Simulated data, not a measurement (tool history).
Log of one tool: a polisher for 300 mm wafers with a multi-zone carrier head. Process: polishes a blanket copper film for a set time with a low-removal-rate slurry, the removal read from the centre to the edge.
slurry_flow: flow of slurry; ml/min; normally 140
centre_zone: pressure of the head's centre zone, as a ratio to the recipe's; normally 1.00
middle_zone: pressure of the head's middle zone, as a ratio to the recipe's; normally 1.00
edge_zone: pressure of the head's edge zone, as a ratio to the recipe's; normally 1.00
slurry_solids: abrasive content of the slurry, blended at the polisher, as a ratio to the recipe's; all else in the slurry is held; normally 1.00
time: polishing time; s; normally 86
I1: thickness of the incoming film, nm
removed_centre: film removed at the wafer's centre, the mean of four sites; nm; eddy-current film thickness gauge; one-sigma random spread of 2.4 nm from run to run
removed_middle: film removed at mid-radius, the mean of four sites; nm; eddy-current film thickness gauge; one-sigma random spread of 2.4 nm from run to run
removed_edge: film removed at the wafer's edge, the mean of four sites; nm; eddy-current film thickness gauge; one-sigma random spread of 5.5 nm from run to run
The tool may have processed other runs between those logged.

run 1 hour=0.0 | slurry_flow=140 centre_zone=1.00 middle_zone=1.00 edge_zone=1.00 slurry_solids=1.00 time=86 | I1=1369.9 | removed_centre=370.8 removed_middle=365.2 removed_edge=359.7
run 2 hour=29.9 | slurry_flow=140 centre_zone=1.00 middle_zone=1.00 edge_zone=1.00 slurry_solids=1.00 time=75 | I1=1354.3 | removed_centre=319.2 removed_middle=324.5 removed_edge=324.6
run 3 hour=73.7 | slurry_flow=140 centre_zone=1.00 middle_zone=1.00 edge_zone=1.00 slurry_solids=1.00 time=75 | I1=1370.2 | removed_centre=316.5 removed_middle=319.5 removed_edge=323.7
run 4 hour=103.4 | slurry_flow=140 centre_zone=1.00 middle_zone=1.00 edge_zone=1.00 slurry_solids=1.00 time=86 | I1=1383.5 | removed_centre=362.7 removed_middle=370.1 removed_edge=357.9
-- hour=116.4 slurry nozzle cleaned
run 5 hour=143.3 | slurry_flow=140 centre_zone=1.00 middle_zone=1.00 edge_zone=1.00 slurry_solids=1.00 time=86 | I1=1379.5 | removed_centre=356.8 removed_middle=371.4 removed_edge=374.8
-- hour=184.0 worn pad replaced by a new one
run 6 hour=194.4 | slurry_flow=140 centre_zone=1.00 middle_zone=1.00 edge_zone=1.00 slurry_solids=1.00 time=86 | I1=1386.5 | removed_centre=357.3 removed_middle=373.2 removed_edge=370.7
run 7 hour=223.4 | slurry_flow=140 centre_zone=1.00 middle_zone=1.00 edge_zone=1.00 slurry_solids=1.00 time=86 | I1=1385.2 | removed_centre=355.2 removed_middle=364.0 removed_edge=366.3
run 8 hour=281.1 | slurry_flow=140 centre_zone=1.00 middle_zone=1.00 edge_zone=1.00 slurry_solids=1.00 time=86 | I1=1386.7 | removed_centre=347.1 removed_middle=366.8 removed_edge=370.4
run 9 hour=322.0 | slurry_flow=140 centre_zone=1.00 middle_zone=1.00 edge_zone=1.00 slurry_solids=1.00 time=86 | I1=1383.2 | removed_centre=349.4 removed_middle=366.5 removed_edge=357.6
-- hour=325.2 centre zone pressure recalibrated
run 10 hour=383.9 | slurry_flow=90 centre_zone=1.00 middle_zone=1.09 edge_zone=1.00 slurry_solids=0.75 time=86 | I1=1366.2 | removed_centre=344.0 removed_middle=331.2 removed_edge=327.0
-- hour=391.7 worn pad replaced by a new one
run 11 hour=420.0 | slurry_flow=140 centre_zone=1.00 middle_zone=1.00 edge_zone=1.10 slurry_solids=1.00 time=86 | I1=1370.0 | removed_centre=403.7 removed_middle=371.2 removed_edge=389.2
run 12 hour=484.2 | slurry_flow=140 centre_zone=1.00 middle_zone=1.00 edge_zone=1.00 slurry_solids=1.00 time=86 | I1=1378.5 | removed_centre=402.9 removed_middle=368.4 removed_edge=369.0
-- hour=487.5 centre zone pressure recalibrated, repeated, since the last time left the tool worse
run 13 hour=540.1 | slurry_flow=140 centre_zone=1.00 middle_zone=1.00 edge_zone=1.04 slurry_solids=1.00 time=86 | I1=1386.8 | removed_centre=363.8 removed_middle=368.6 removed_edge=370.3
-- hour=552.7 slurry nozzle cleaned
-- hour=590.5 worn pad replaced by a new one
run 14 hour=608.2 | slurry_flow=175 centre_zone=1.00 middle_zone=1.00 edge_zone=1.00 slurry_solids=1.15 time=86 | I1=1375.8 | removed_centre=389.7 removed_middle=394.4 removed_edge=393.8
run 15 hour=633.7 | slurry_flow=105 centre_zone=1.00 middle_zone=1.00 edge_zone=1.00 slurry_solids=1.00 time=58 | I1=1362.8 | removed_centre=229.8 removed_middle=236.4 removed_edge=237.9
run 16 hour=694.9 | slurry_flow=140 centre_zone=1.00 middle_zone=1.00 edge_zone=1.00 slurry_solids=1.00 time=77 | I1=1363.4 | removed_centre=319.3 removed_middle=334.0 removed_edge=333.4
-- hour=714.6 edge zone pressure recalibrated
run 17 hour=721.0 | slurry_flow=120 centre_zone=1.07 middle_zone=1.00 edge_zone=1.00 slurry_solids=1.00 time=86 | I1=1393.7 | removed_centre=374.6 removed_middle=356.1 removed_edge=360.3
-- hour=741.6 carrier head's membrane replaced by a new one
run 18 hour=762.4 | slurry_flow=140 centre_zone=0.95 middle_zone=1.00 edge_zone=0.92 slurry_solids=1.00 time=86 | I1=1382.8 | removed_centre=338.2 removed_middle=367.6 removed_edge=357.5
-- hour=780.8 worn pad replaced by a new one
-- hour=929.6 centre zone pressure recalibrated
run 19 hour=952.9 | slurry_flow=140 centre_zone=1.00 middle_zone=1.00 edge_zone=1.00 slurry_solids=1.00 time=86 | I1=1386.4 | removed_centre=366.0 removed_middle=366.9 removed_edge=371.1
-- hour=985.2 worn pad replaced by a new one
-- hour=1005.6 slurry nozzle cleaned
run 20 hour=1008.2 | slurry_flow=180 centre_zone=1.00 middle_zone=1.00 edge_zone=1.00 slurry_solids=1.00 time=65 | I1=1372.1 | removed_centre=287.3 removed_middle=286.7 removed_edge=289.1

Consider 5 possible next runs. They are alternatives, not a sequence: every one starts from the tool as it was left by run 20. What does each give?
run A hour=1008.6 | slurry_flow=140 centre_zone=1.00 middle_zone=1.00 edge_zone=1.00 slurry_solids=1.00 time=66 | I1=1386.7 | removed_centre=? removed_middle=? removed_edge=?
run B hour=1008.6 | slurry_flow=140 centre_zone=1.07 middle_zone=1.06 edge_zone=1.00 slurry_solids=1.15 time=110 | I1=1386.7 | removed_centre=? removed_middle=? removed_edge=?
run C hour=1008.6 | slurry_flow=115 centre_zone=0.91 middle_zone=1.07 edge_zone=1.05 slurry_solids=1.00 time=86 | I1=1386.7 | removed_centre=? removed_middle=? removed_edge=?
run D hour=1008.6 | slurry_flow=165 centre_zone=1.00 middle_zone=0.93 edge_zone=1.00 slurry_solids=1.00 time=86 | I1=1386.7 | removed_centre=? removed_middle=? removed_edge=?
run E hour=1008.6 | slurry_flow=140 centre_zone=1.12 middle_zone=1.00 edge_zone=0.89 slurry_solids=0.90 time=102 | I1=1386.7 | removed_centre=? removed_middle=? removed_edge=?

run=A removed_centre=279.1 removed_middle=280.7 removed_edge=283.7
run=B removed_centre=513.7 removed_middle=497.8 removed_edge=487.5
run=C removed_centre=318.2 removed_middle=366.8 removed_edge=368.4
run=D removed_centre=374.3 removed_middle=361.2 removed_edge=376.8
run=E removed_centre=472.2 removed_middle=423.6 removed_edge=408.0
What these runs would have given with no unlogged condition in the tool:
run=A removed_centre=279.3 removed_middle=280.7 removed_edge=283.7
run=B removed_centre=514.2 removed_middle=497.8 removed_edge=487.5
run=C removed_centre=318.5 removed_middle=366.7 removed_edge=368.4
run=D removed_centre=374.6 removed_middle=361.2 removed_edge=376.8
run=E removed_centre=472.6 removed_middle=423.6 removed_edge=408.0

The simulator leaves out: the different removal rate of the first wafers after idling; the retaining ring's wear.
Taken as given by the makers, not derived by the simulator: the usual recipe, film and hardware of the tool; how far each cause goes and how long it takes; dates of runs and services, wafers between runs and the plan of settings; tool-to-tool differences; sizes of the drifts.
